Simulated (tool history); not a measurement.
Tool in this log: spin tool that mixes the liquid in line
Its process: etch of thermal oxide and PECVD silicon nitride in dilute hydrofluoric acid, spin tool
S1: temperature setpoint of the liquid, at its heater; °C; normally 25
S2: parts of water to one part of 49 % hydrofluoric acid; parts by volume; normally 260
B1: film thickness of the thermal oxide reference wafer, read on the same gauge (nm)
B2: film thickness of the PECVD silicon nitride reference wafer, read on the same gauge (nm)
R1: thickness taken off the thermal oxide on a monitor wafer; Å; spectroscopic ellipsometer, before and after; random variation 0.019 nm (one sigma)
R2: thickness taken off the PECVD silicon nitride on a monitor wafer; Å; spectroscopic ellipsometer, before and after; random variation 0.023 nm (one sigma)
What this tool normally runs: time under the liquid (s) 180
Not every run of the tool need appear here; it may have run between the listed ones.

run 1 hour=0 | S1=25 S2=325 time_under_the_liquid_(s)=180 | B1=29.986 B2=109.962 | R1=20.56 R2=9.99
run 2 hour=16.9 | S1=25 S2=260 time_under_the_liquid_(s)=220 | B1=30.034 B2=110.003 | R1=33.68 R2=15.02
run 3 hour=29.1 | S1=25 S2=260 time_under_the_liquid_(s)=220 | B1=29.992 B2=110.039 | R1=33.59 R2=15.02
-- hour=38.7 gauge calibrated
run 4 hour=43.1 | S1=25 S2=260 time_under_the_liquid_(s)=180 | B1=30.03 B2=110.03 | R1=27.68 R2=12.34
run 5 hour=54.1 | S1=25 S2=260 time_under_the_liquid_(s)=180 | B1=30.008 B2=109.989 | R1=27.94 R2=12.36
run 6 hour=62.5 | S1=25 S2=260 time_under_the_liquid_(s)=180 | B1=30.036 B2=109.987 | R1=27.72 R2=12.55
run 7 hour=73.5 | S1=25 S2=260 time_under_the_liquid_(s)=180 | B1=29.959 B2=109.987 | R1=27.91 R2=12.48
run 8 hour=88.2 | S1=25 S2=260 time_under_the_liquid_(s)=180 | B1=30.026 B2=109.991 | R1=28.03 R2=12.75
run 9 hour=105.4 | S1=22 S2=335 time_under_the_liquid_(s)=280 | B1=29.982 B2=110.018 | R1=28.02 R2=12.69
run 10 hour=114.4 | S1=25 S2=260 time_under_the_liquid_(s)=285 | B1=29.996 B2=110.018 | R1=44.14 R2=19.34
run 11 hour=123.4 | S1=22.5 S2=365 time_under_the_liquid_(s)=180 | B1=30.018 B2=109.986 | R1=16.53 R2=7.89
-- hour=134 thermometer replaced
run 12 hour=137.8 | S1=25 S2=355 time_under_the_liquid_(s)=240 | B1=30.025 B2=109.988 | R1=24.87 R2=12.74
run 13 hour=148.9 | S1=26.5 S2=260 time_under_the_liquid_(s)=130 | B1=29.992 B2=110.016 | R1=21.64 R2=9.59
run 14 hour=155 | S1=25 S2=260 time_under_the_liquid_(s)=180 | B1=30.003 B2=110.003 | R1=27.92 R2=12.59
run 15 hour=165.8 | S1=25 S2=260 time_under_the_liquid_(s)=180 | B1=30.032 B2=110.013 | R1=27.94 R2=12.89
-- hour=178.2 hydrofluoric acid flow meter replaced
run 16 hour=187.5 | S1=29 S2=365 time_under_the_liquid_(s)=180 | B1=30.002 B2=109.995 | R1=19.33 R2=10.94
run 17 hour=194.2 | S1=25 S2=260 time_under_the_liquid_(s)=290 | B1=30.013 B2=110.013 | R1=42.52 R2=19.81
run 18 hour=204.2 | S1=22.5 S2=260 time_under_the_liquid_(s)=85 | B1=30.019 B2=110.008 | R1=11.37 R2=5.03
run 19 hour=217.7 | S1=25 S2=320 time_under_the_liquid_(s)=270 | B1=30.006 B2=109.985 | R1=30.06 R2=14.53
run 20 hour=227.4 | S1=25 S2=260 time_under_the_liquid_(s)=180 | B1=29.989 B2=110.014 | R1=26.46 R2=11.71
run 21 hour=238 | S1=29.5 S2=365 time_under_the_liquid_(s)=235 | B1=29.995 B2=110.013 | R1=25.63 R2=14.28
run 22 hour=249.8 | S1=29 S2=165 time_under_the_liquid_(s)=230 | B1=29.992 B2=110.008 | R1=67.46 R2=30.24
run 23 hour=261.5 | S1=23 S2=345 time_under_the_liquid_(s)=90 | B1=30.001 B2=110.008 | R1=8.59 R2=4.18
run 24 hour=270.3 | S1=25 S2=180 time_under_the_liquid_(s)=290 | B1=30.002 B2=110.007 | R1=67.43 R2=28.2
run 25 hour=287.4 | S1=25 S2=260 time_under_the_liquid_(s)=180 | B1=30.044 B2=109.993 | R1=26.5 R2=12.27
run 26 hour=301.2 | S1=25 S2=260 time_under_the_liquid_(s)=150 | B1=30.015 B2=109.988 | R1=22.03 R2=10.29
run 27 hour=318.7 | S1=25 S2=260 time_under_the_liquid_(s)=230 | B1=30.012 B2=110.004 | R1=33.94 R2=15.83

Measured result minus the same run's result without the hidden state. Both carry the same run-to-run variation, though not necessarily the same gauge scatter:
Hidden state present: liquid hotter than its thermometer reads (K); hydrofluoric acid flow above the setpoint (%); gauge reads high (%).
run=1 R1=+1.01 R2=+0.38
run=2 R1=+1.67 R2=+0.59
run=3 R1=+1.7 R2=+0.6
run=4 R1=+1.44 R2=+0.51
run=5 R1=+1.49 R2=+0.53
run=6 R1=+1.5 R2=+0.54
run=7 R1=+1.54 R2=+0.54
run=8 R1=+1.59 R2=+0.57
run=9 R1=+1.68 R2=+0.58
run=10 R1=+2.63 R2=+0.92
run=11 R1=+1.04 R2=+0.38
run=12 R1=+1.62 R2=+0.62
run=13 R1=+1.37 R2=+0.49
run=14 R1=+1.78 R2=+0.63
run=15 R1=+1.81 R2=+0.66
run=16 R1=+0.03 R2=+0.01
run=17 R1=+0.09 R2=+0.03
run=18 R1=+0.03 R2=+0.02
run=19 R1=+0.15 R2=+0.05
run=20 R1=+0.16 R2=+0.05
run=21 R1=+0.2 R2=+0.09
run=22 R1=+0.54 R2=+0.21
run=23 R1=+0.09 R2=+0.04
run=24 R1=+0.69 R2=+0.24
run=25 R1=+0.34 R2=+0.12
run=26 R1=+0.32 R2=+0.12
run=27 R1=+0.55 R2=+0.21
